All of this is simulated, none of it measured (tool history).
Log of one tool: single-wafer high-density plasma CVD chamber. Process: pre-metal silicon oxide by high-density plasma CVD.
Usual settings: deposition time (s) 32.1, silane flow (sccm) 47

run	hour	deposition time (s)	silane flow (sccm)	wafers since the last listed run	hours since the silane flow controller was replaced	hours since the gauge calibration	read-back reference wafer on the same gauge, thickness_nm	mean film thickness on the monitor wafer (angstrom)
1	0	32.1	47	0	4798.6	482.9	171.975	1608.54
2	15	32.1	47	245	4813.6	497.9	171.932	1612.23
3	42.7	32.1	47	453	4841.3	525.6	171.956	1609.18
4	78	32.1	47	577	4876.6	560.9	172.005	1608.5
5	96.4	32.1	47	301	4895	579.3	172.045	1611.98
6	119.1	32.1	47	371	4917.7	602	171.973	1605.85
7	134.2	32.1	49	247	4932.8	617.1	172.051	1657.57
8	151.3	32.1	49	279	4949.9	634.2	171.919	1652.47
9	178.9	32.1	47	451	4977.5	661.8	171.98	1614.2
10	206.4	32.1	47	449	5005	689.3	172.046	1616.88
11	240.1	32.1	47	551	5038.7	723	172.011	1615.24
12	257.9	32.1	47	291	5056.5	740.8	171.999	1610.2
13	283.8	32.1	47	423	5082.4	766.7	172.032	1610.82
14	315.8	32.1	47	523	5114.4	798.7	171.994	1614.15
15	350.7	36.6	47	571	5149.3	833.6	172.018	1844.29
16	371.5	34	47	340	5170.1	854.4	171.976	1717.09
17	399.5	32.1	47	458	5198.1	882.4	171.952	1615.6
18	423.1	32.1	47	386	5221.7	906	171.935	1618.33
# hour 436.6: gauge calibrated
19	442.4	32.1	45	315	5241	5.8	172.016	1571.95
20	455.9	32.1	45	220	5254.5	19.3	171.973	1571.28
21	540.1	32.1	45	1377	5338.7	103.5	171.977	1576.2
22	557.1	32.1	41	278	5355.7	120.5	172.022	1483.68
23	581.1	34.5	52	392	5379.7	144.5	172.009	1855.9
24	614.8	32.1	44	551	5413.4	178.2	171.975	1549.56
25	647.8	38.2	42	539	5446.4	211.2	172.101	1794.73
26	677.9	35.3	42	492	5476.5	241.3	172.017	1658.05
27	696.8	32.1	54	309	5495.4	260.2	171.974	1771.33
# hour 718.5: silane flow controller replaced
28	730.7	26.7	50	423	12.2	294.1	171.918	1345.74
29	754.9	26	42	395	36.4	318.3	172.049	1173.87
30	770.3	32.1	47	251	51.8	333.7	172.042	1547.35
31	783.2	32.1	47	211	64.7	346.6	171.978	1556.56
32	816.8	26.1	53	549	98.3	380.2	172.028	1364.19
33	852	35.3	40	575	133.5	415.4	172.124	1548.76
34	873.5	32.1	47	351	155	436.9	172.123	1561.23
35	896.1	32.1	45	369	177.6	459.5	171.993	1514.7
36	923.7	26.4	47	451	205.2	487.1	172.026	1280.39
37	937.7	32.1	55	229	219.2	501.1	172.023	1720.96
38	969.4	32.1	47	518	250.9	532.8	172.003	1553.54
39	991.9	36	56	368	273.4	555.3	172.001	1960.04
40	1027.3	36.9	43	579	308.8	590.7	172.059	1689.93
41	1045.6	32.1	39	299	327.1	609	172	1387.74
42	1063.2	32.1	47	287	344.7	626.6	172.001	1555.89
43	1094.6	32.1	41	513	376.1	658	172	1434.17
44	1118.6	32.1	47	392	400.1	682	172.068	1563.09
45	1150.9	30.3	50	528	432.4	714.3	172.092	1531.02
46	1255.5	29.4	39	1711	537	818.9	172.014	1273.84

Forecast each of these 5 alternatives for the next run:
A	1255.9	32.1	47	6	537.4	819.3	?	?
B	1255.9	32.1	40	6	537.4	819.3	?	?
C	1255.9	35.5	51	6	537.4	819.3	?	?
D	1255.9	29.8	53	6	537.4	819.3	?	?
E	1255.9	37.3	43	6	537.4	819.3	?	?

run	read-back reference wafer on the same gauge, thickness_nm	mean film thickness on the monitor wafer (angstrom)
A	172.014	1558.58
B	172.014	1411.67
C	172.014	1816.5
D	172.014	1563.8
E	172.014	1713.52
Without the tool's hidden state the same runs would have given:
run	mean film thickness on the monitor wafer (angstrom)
A	1547.99
B	1402.08
C	1804.16
D	1553.18
E	1701.87

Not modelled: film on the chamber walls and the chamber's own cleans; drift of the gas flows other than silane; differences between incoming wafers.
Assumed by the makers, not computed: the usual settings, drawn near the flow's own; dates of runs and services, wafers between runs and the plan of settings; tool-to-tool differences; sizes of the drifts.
